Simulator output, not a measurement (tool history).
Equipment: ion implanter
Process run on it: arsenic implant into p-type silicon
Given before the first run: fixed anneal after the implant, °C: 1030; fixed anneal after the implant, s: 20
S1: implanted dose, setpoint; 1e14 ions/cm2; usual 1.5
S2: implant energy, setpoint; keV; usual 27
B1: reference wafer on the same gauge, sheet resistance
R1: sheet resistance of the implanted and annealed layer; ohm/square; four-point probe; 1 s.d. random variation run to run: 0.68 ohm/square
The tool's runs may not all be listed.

run     day    S1    S2      B1      R1
  1       0   1.5    27  539.92  459.49
  2   2.208   1.5    27  539.85  459.74
  3   4.458   1.5    27  539.92  459.92
  4    7.25   1.5  30.5  540.05  451.22
  5   9.788   1.5  30.5     540  451.84
     10.279  -- Faraday cup replaced and dose calibrated
  6  11.183   1.5  30.5  540.02  444.67
  7  13.154   1.5    31  540.05  444.24
  8  16.096   1.5    27  539.79  456.61
       17.3  -- extraction supply calibrated
  9  18.233  1.23    23  539.92  540.52
     19.075  -- gauge calibrated
 10  20.483  1.09    27  539.87  573.64
 11  23.275  1.64  20.5   539.8  449.51
 12  25.175  1.63  31.5  540.07   422.4
 13  27.442  1.81    27  539.97  401.24
 14  30.088   1.5    27  539.87  460.17
 15  31.383  1.16    24  540.01  562.94

3 options for the next run, each taken on its own from the tool as it stands now. Forecast them:
  A  31.4   1.5  27   ?   ?
  B  31.4  1.34  27   ?   ?
  C  31.4   1.9  32   ?   ?

run      B1      R1
  A  540.05  460.58
  B  540.05  499.14
  C  540.05  378.03
Had the tool no hidden state, the same runs would have come out as:
run      R1
  A  452.31
  B  490.29
  C  371.16
